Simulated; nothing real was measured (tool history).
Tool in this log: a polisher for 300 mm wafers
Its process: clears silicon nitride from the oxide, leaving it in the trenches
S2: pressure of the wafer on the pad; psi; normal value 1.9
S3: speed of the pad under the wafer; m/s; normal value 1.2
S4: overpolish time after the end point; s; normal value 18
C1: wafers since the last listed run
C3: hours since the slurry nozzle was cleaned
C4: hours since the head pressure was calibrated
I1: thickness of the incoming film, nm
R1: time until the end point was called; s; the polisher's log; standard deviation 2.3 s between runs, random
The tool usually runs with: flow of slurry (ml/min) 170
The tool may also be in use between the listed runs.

run 1 hour=0 | flow_of_slurry_(ml/min)=170 S2=1.9 S3=1.2 S4=18 | C1=0 wafers_polished_on_this_pad=377 C3=310.6 C4=102.8 | I1=81 | R1=134.1
run 2 hour=66.3 | flow_of_slurry_(ml/min)=170 S2=1.9 S3=1.2 S4=18 | C1=646 wafers_polished_on_this_pad=1023 C3=376.9 C4=169.1 | I1=79.4 | R1=133.5
run 3 hour=118.6 | flow_of_slurry_(ml/min)=170 S2=1.9 S3=1.2 S4=18 | C1=509 wafers_polished_on_this_pad=1533 C3=429.2 C4=221.4 | I1=80.8 | R1=134.7
run 4 hour=167.5 | flow_of_slurry_(ml/min)=170 S2=1.9 S3=1.2 S4=18 | C1=476 wafers_polished_on_this_pad=2010 C3=478.1 C4=270.3 | I1=80.6 | R1=136.9
-- hour=220.4 slurry nozzle cleaned
run 5 hour=229.6 | flow_of_slurry_(ml/min)=170 S2=1.9 S3=1.2 S4=18 | C1=595 wafers_polished_on_this_pad=2605 C3=9.2 C4=332.4 | I1=79.4 | R1=140.6
run 6 hour=255.1 | flow_of_slurry_(ml/min)=170 S2=1.9 S3=1.2 S4=18 | C1=248 wafers_polished_on_this_pad=2854 C3=34.7 C4=357.9 | I1=81.6 | R1=141.1
run 7 hour=290.9 | flow_of_slurry_(ml/min)=170 S2=1.9 S3=1.2 S4=20 | C1=348 wafers_polished_on_this_pad=3203 C3=70.5 C4=393.7 | I1=80.1 | R1=145
run 8 hour=335.2 | flow_of_slurry_(ml/min)=170 S2=1.9 S3=1.32 S4=18 | C1=431 wafers_polished_on_this_pad=3635 C3=114.8 C4=438 | I1=80 | R1=136.4
run 9 hour=367 | flow_of_slurry_(ml/min)=170 S2=1.9 S3=1.32 S4=18 | C1=310 wafers_polished_on_this_pad=3945 C3=146.6 C4=469.8 | I1=81.6 | R1=141.1
run 10 hour=461.8 | flow_of_slurry_(ml/min)=205 S2=1.9 S3=1.2 S4=18 | C1=924 wafers_polished_on_this_pad=4869 C3=241.4 C4=564.6 | I1=80.7 | R1=150.3
run 11 hour=496.8 | flow_of_slurry_(ml/min)=205 S2=1.9 S3=1.2 S4=18 | C1=341 wafers_polished_on_this_pad=5210 C3=276.4 C4=599.6 | I1=78.5 | R1=146
-- hour=526.3 worn pad replaced by a new one
run 12 hour=556.2 | flow_of_slurry_(ml/min)=205 S2=1.9 S3=1.2 S4=18 | C1=540 wafers_polished_on_this_pad=291 C3=335.8 C4=659 | I1=79.4 | R1=128.2
run 13 hour=609.7 | flow_of_slurry_(ml/min)=170 S2=1.9 S3=1.2 S4=13 | C1=521 wafers_polished_on_this_pad=813 C3=389.3 C4=712.5 | I1=79.7 | R1=139.3
run 14 hour=671.6 | flow_of_slurry_(ml/min)=170 S2=1.9 S3=1.2 S4=18 | C1=603 wafers_polished_on_this_pad=1416 C3=451.2 C4=774.4 | I1=80.1 | R1=140.6
run 15 hour=716 | flow_of_slurry_(ml/min)=170 S2=1.9 S3=1.5 S4=18 | C1=432 wafers_polished_on_this_pad=1849 C3=495.6 C4=818.8 | I1=79.7 | R1=123.2
-- hour=739.7 slurry nozzle cleaned
run 16 hour=767.3 | flow_of_slurry_(ml/min)=215 S2=1.9 S3=1.46 S4=18 | C1=490 wafers_polished_on_this_pad=2339 C3=27.6 C4=870.1 | I1=78.8 | R1=121.6
run 17 hour=831.6 | flow_of_slurry_(ml/min)=125 S2=1.9 S3=1.2 S4=22 | C1=626 wafers_polished_on_this_pad=2966 C3=91.9 C4=934.4 | I1=79.2 | R1=160.6
run 18 hour=1040.8 | flow_of_slurry_(ml/min)=170 S2=1.9 S3=1.2 S4=18 | C1=2039 wafers_polished_on_this_pad=5005 C3=301.1 C4=1143.6 | I1=80.1 | R1=168.4
-- hour=1053 worn pad replaced by a new one
run 19 hour=1098.3 | flow_of_slurry_(ml/min)=170 S2=1.9 S3=1.44 S4=18 | C1=521 wafers_polished_on_this_pad=441 C3=358.6 C4=1201.1 | I1=80.2 | R1=135.1
-- hour=1109.4 head pressure recalibrated
run 20 hour=1137.3 | flow_of_slurry_(ml/min)=170 S2=1.9 S3=1.2 S4=26 | C1=360 wafers_polished_on_this_pad=802 C3=397.6 C4=27.9 | I1=79.8 | R1=133.9
run 21 hour=1180.7 | flow_of_slurry_(ml/min)=170 S2=1.5 S3=1.2 S4=18 | C1=423 wafers_polished_on_this_pad=1225 C3=441 C4=71.3 | I1=80 | R1=173.2
-- hour=1184.6 slurry nozzle cleaned
run 22 hour=1221.2 | flow_of_slurry_(ml/min)=145 S2=2.2 S3=1.34 S4=28 | C1=385 wafers_polished_on_this_pad=1610 C3=36.6 C4=111.8 | I1=80.3 | R1=111.7
run 23 hour=1250.4 | flow_of_slurry_(ml/min)=170 S2=1.9 S3=1.2 S4=18 | C1=284 wafers_polished_on_this_pad=1894 C3=65.8 C4=141 | I1=79.5 | R1=139.8
run 24 hour=1288.6 | flow_of_slurry_(ml/min)=170 S2=1.9 S3=1.2 S4=9 | C1=372 wafers_polished_on_this_pad=2267 C3=104 C4=179.2 | I1=79.5 | R1=135.6
run 25 hour=1344.3 | flow_of_slurry_(ml/min)=170 S2=1.9 S3=1.2 S4=18 | C1=542 wafers_polished_on_this_pad=2810 C3=159.7 C4=234.9 | I1=81.7 | R1=145.5
run 26 hour=1412.5 | flow_of_slurry_(ml/min)=170 S2=1.6 S3=1.2 S4=27 | C1=664 wafers_polished_on_this_pad=3475 C3=227.9 C4=303.1 | I1=81.3 | R1=174.5
run 27 hour=1461.1 | flow_of_slurry_(ml/min)=150 S2=1.9 S3=1.2 S4=11 | C1=473 wafers_polished_on_this_pad=3948 C3=276.5 C4=351.7 | I1=80.9 | R1=148.3
-- hour=1484.7 worn pad replaced by a new one
run 28 hour=1501.2 | flow_of_slurry_(ml/min)=205 S2=1.7 S3=1 S4=9 | C1=351 wafers_polished_on_this_pad=160 C3=316.6 C4=391.8 | I1=81.2 | R1=166.9
-- hour=1627.6 slurry nozzle cleaned
run 29 hour=1628.1 | flow_of_slurry_(ml/min)=170 S2=1.9 S3=1.2 S4=18 | C1=1227 wafers_polished_on_this_pad=1388 C3=0.5 C4=518.7 | I1=80.8 | R1=145.6
run 30 hour=1659.6 | flow_of_slurry_(ml/min)=195 S2=1.9 S3=1.6 S4=18 | C1=307 wafers_polished_on_this_pad=1695 C3=32 C4=550.2 | I1=79.5 | R1=112.4
run 31 hour=1706.1 | flow_of_slurry_(ml/min)=170 S2=1.9 S3=0.94 S4=18 | C1=453 wafers_polished_on_this_pad=2148 C3=78.5 C4=596.7 | I1=80.2 | R1=170
run 32 hour=1772.7 | flow_of_slurry_(ml/min)=170 S2=1.9 S3=1.2 S4=18 | C1=649 wafers_polished_on_this_pad=2797 C3=145.1 C4=663.3 | I1=80.1 | R1=149
run 33 hour=1816.5 | flow_of_slurry_(ml/min)=115 S2=1.4 S3=1.2 S4=27 | C1=426 wafers_polished_on_this_pad=3224 C3=188.9 C4=707.1 | I1=79.4 | R1=217.2
run 34 hour=1848.6 | flow_of_slurry_(ml/min)=170 S2=1.9 S3=1.2 S4=26 | C1=312 wafers_polished_on_this_pad=3537 C3=221 C4=739.2 | I1=79.1 | R1=151.6
run 35 hour=1900.8 | flow_of_slurry_(ml/min)=135 S2=1.9 S3=0.8 S4=26 | C1=508 wafers_polished_on_this_pad=4046 C3=273.2 C4=791.4 | I1=80.2 | R1=211.6
run 36 hour=1965 | flow_of_slurry_(ml/min)=130 S2=1.3 S3=0.9 S4=15 | C1=625 wafers_polished_on_this_pad=4672 C3=337.4 C4=855.6 | I1=79.1 | R1=291.8
run 37 hour=1998.5 | flow_of_slurry_(ml/min)=205 S2=1.5 S3=0.82 S4=21 | C1=326 wafers_polished_on_this_pad=4999 C3=370.9 C4=889.1 | I1=79.6 | R1=255.7

Branching from run 37: 4 alternative next runs. What would each branch give?
run A hour=1999 | flow_of_slurry_(ml/min)=170 S2=1.9 S3=1.2 S4=18 | C1=4 wafers_polished_on_this_pad=5003 C3=371.4 C4=889.6 | I1=80.1 | R1=?
run B hour=1999 | flow_of_slurry_(ml/min)=220 S2=2.5 S3=0.98 S4=18 | C1=4 wafers_polished_on_this_pad=5003 C3=371.4 C4=889.6 | I1=80.1 | R1=?
run C hour=1999 | flow_of_slurry_(ml/min)=170 S2=1.9 S3=1.02 S4=18 | C1=4 wafers_polished_on_this_pad=5003 C3=371.4 C4=889.6 | I1=80.1 | R1=?
run D hour=1999 | flow_of_slurry_(ml/min)=170 S2=1.9 S3=1.6 S4=11 | C1=4 wafers_polished_on_this_pad=5003 C3=371.4 C4=889.6 | I1=80.1 | R1=?

run=A R1=167.9
run=B R1=141.4
run=C R1=187.4
run=D R1=136.3
Take away the tool's hidden state, keep each run's random variation, and the runs would have read:
run=A R1=132.5
run=B R1=111.6
run=C R1=148
run=D R1=107.6
